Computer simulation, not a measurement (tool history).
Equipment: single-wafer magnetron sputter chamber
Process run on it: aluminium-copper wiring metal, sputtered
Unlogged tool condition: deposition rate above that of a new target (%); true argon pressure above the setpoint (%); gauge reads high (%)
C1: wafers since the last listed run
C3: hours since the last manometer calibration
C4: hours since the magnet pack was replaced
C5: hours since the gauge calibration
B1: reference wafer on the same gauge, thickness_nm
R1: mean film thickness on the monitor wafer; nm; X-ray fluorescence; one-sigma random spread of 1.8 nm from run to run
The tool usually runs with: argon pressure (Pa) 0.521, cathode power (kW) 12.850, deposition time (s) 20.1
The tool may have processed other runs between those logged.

Run 1, hour 0.0: usual settings but cathode power (kW) 11.550; C1 0; wafers on the sputter target 9253; C3 453.6; C4 4352.9; C5 342.0; B1 467.774. Result: R1 396.592 nm.
Run 2, hour 55.0: usual settings but cathode power (kW) 11.550; C1 1383; wafers on the sputter target 10636; C3 508.6; C4 4407.9; C5 397.0; B1 467.425. Result: R1 399.082 nm.
At hour 129.2: sputter target and shields replaced.
Run 3, hour 129.7: usual settings but cathode power (kW) 11.550; C1 1677; wafers on the sputter target 11; C3 583.3; C4 4482.6; C5 471.7; B1 467.949. Result: R1 410.762 nm.
Run 4, hour 164.8: usual settings; C1 882; wafers on the sputter target 894; C3 618.4; C4 4517.7; C5 506.8; B1 467.721. Result: R1 439.448 nm.
Run 5, hour 261.5: usual settings; C1 2432; wafers on the sputter target 3326; C3 715.1; C4 4614.4; C5 603.5; B1 468.575. Result: R1 436.833 nm.
Run 6, hour 326.9: usual settings; C1 1644; wafers on the sputter target 4971; C3 780.5; C4 4679.8; C5 668.9; B1 468.102. Result: R1 433.450 nm.
Run 7, hour 373.2: usual settings; C1 1164; wafers on the sputter target 6136; C3 826.8; C4 4726.1; C5 715.2; B1 467.978. Result: R1 428.220 nm.
Run 8, hour 412.9: usual settings; C1 998; wafers on the sputter target 7134; C3 866.5; C4 4765.8; C5 754.9; B1 468.180. Result: R1 426.157 nm.
Run 9, hour 463.6: usual settings but argon pressure (Pa) 0.610; C1 1275; wafers on the sputter target 8409; C3 917.2; C4 4816.5; C5 805.6; B1 467.908. Result: R1 401.627 nm.
At hour 640.8: sputter target and shields replaced.
Run 10, hour 672.1: usual settings but cathode power (kW) 13.550; C1 5042; wafers on the sputter target 786; C3 1125.7; C4 5025.0; C5 1014.1; B1 468.297. Result: R1 421.105 nm.
Run 11, hour 708.9: usual settings but cathode power (kW) 13.550; C1 925; wafers on the sputter target 1712; C3 1162.5; C4 5061.8; C5 1050.9; B1 468.113. Result: R1 417.394 nm.
Run 12, hour 795.5: usual settings but cathode power (kW) 13.550; C1 2178; wafers on the sputter target 3890; C3 1249.1; C4 5148.4; C5 1137.5; B1 467.722. Result: R1 415.124 nm.
Run 13, hour 848.4: usual settings but argon pressure (Pa) 0.598; C1 1330; wafers on the sputter target 5221; C3 1302.0; C4 5201.3; C5 1190.4; B1 467.859. Result: R1 380.842 nm.
Run 14, hour 912.9: usual settings; C1 1622; wafers on the sputter target 6843; C3 1366.5; C4 5265.8; C5 1254.9; B1 468.348. Result: R1 397.437 nm.
At hour 927.0: magnet pack replaced.
Run 15, hour 981.8: usual settings; C1 1531; wafers on the sputter target 8375; C3 1435.4; C4 54.8; C5 1323.8; B1 468.246. Result: R1 393.864 nm.
Run 16, hour 1028.0: usual settings; C1 1162; wafers on the sputter target 9537; C3 1481.6; C4 101.0; C5 1370.0; B1 468.033. Result: R1 391.943 nm.
At hour 1089.6: sputter target and shields replaced, repeated, since the last time left the tool worse.
Run 17, hour 1116.8: usual settings but argon pressure (Pa) 0.599, cathode power (kW) 11.000, deposition time (s) 23.8; C1 2032; wafers on the sputter target 684; C3 1570.4; C4 189.8; C5 1458.8; B1 468.067. Result: R1 448.994 nm.
Run 18, hour 1160.3: usual settings but cathode power (kW) 10.750, deposition time (s) 22.6; C1 1094; wafers on the sputter target 1778; C3 1613.9; C4 233.3; C5 1502.3; B1 468.002. Result: R1 440.688 nm.
Run 19, hour 1205.9: usual settings but cathode power (kW) 15.000, deposition time (s) 22.6; C1 1146; wafers on the sputter target 2925; C3 1659.5; C4 278.9; C5 1547.9; B1 468.247. Result: R1 543.486 nm.
Run 20, hour 1278.6: usual settings but deposition time (s) 17.9; C1 1828; wafers on the sputter target 4754; C3 1732.2; C4 351.6; C5 1620.6; B1 467.908. Result: R1 386.761 nm.
At hour 1340.1: capacitance manometer re-zeroed and calibrated.
Run 21, hour 1342.2: usual settings but argon pressure (Pa) 0.725; C1 1398; wafers on the sputter target 6152; C3 2.1; C4 415.2; C5 1684.2; B1 467.917. Result: R1 377.347 nm.
Run 22, hour 1435.0: usual settings but deposition time (s) 21.7; C1 2334; wafers on the sputter target 8486; C3 94.9; C4 508.0; C5 1777.0; B1 467.578. Result: R1 462.381 nm.
At hour 1516.8: gauge calibrated.
Run 23, hour 1537.4: usual settings; C1 2575; wafers on the sputter target 11062; C3 197.3; C4 610.4; C5 20.6; B1 468.278. Result: R1 419.867 nm.
At hour 1585.2: sputter target and shields replaced.
Run 24, hour 1598.3: usual settings; C1 1330; wafers on the sputter target 330; C3 258.2; C4 671.3; C5 81.5; B1 467.836. Result: R1 439.064 nm.

Expected results for the next run?
Run 25, hour 1668.2: usual settings but argon pressure (Pa) 0.357, cathode power (kW) 14.550, deposition time (s) 21.1; C1 1758; wafers on the sputter target 2088; C3 328.1; C4 741.2; C5 151.4; B1 ?. Result: R1 ?.

{"run 25": {"B1": 467.822, "R1": 553.33}}
With the hidden condition absent and the run-to-run variation left alone, this run would have shown R1 561.862 nm.
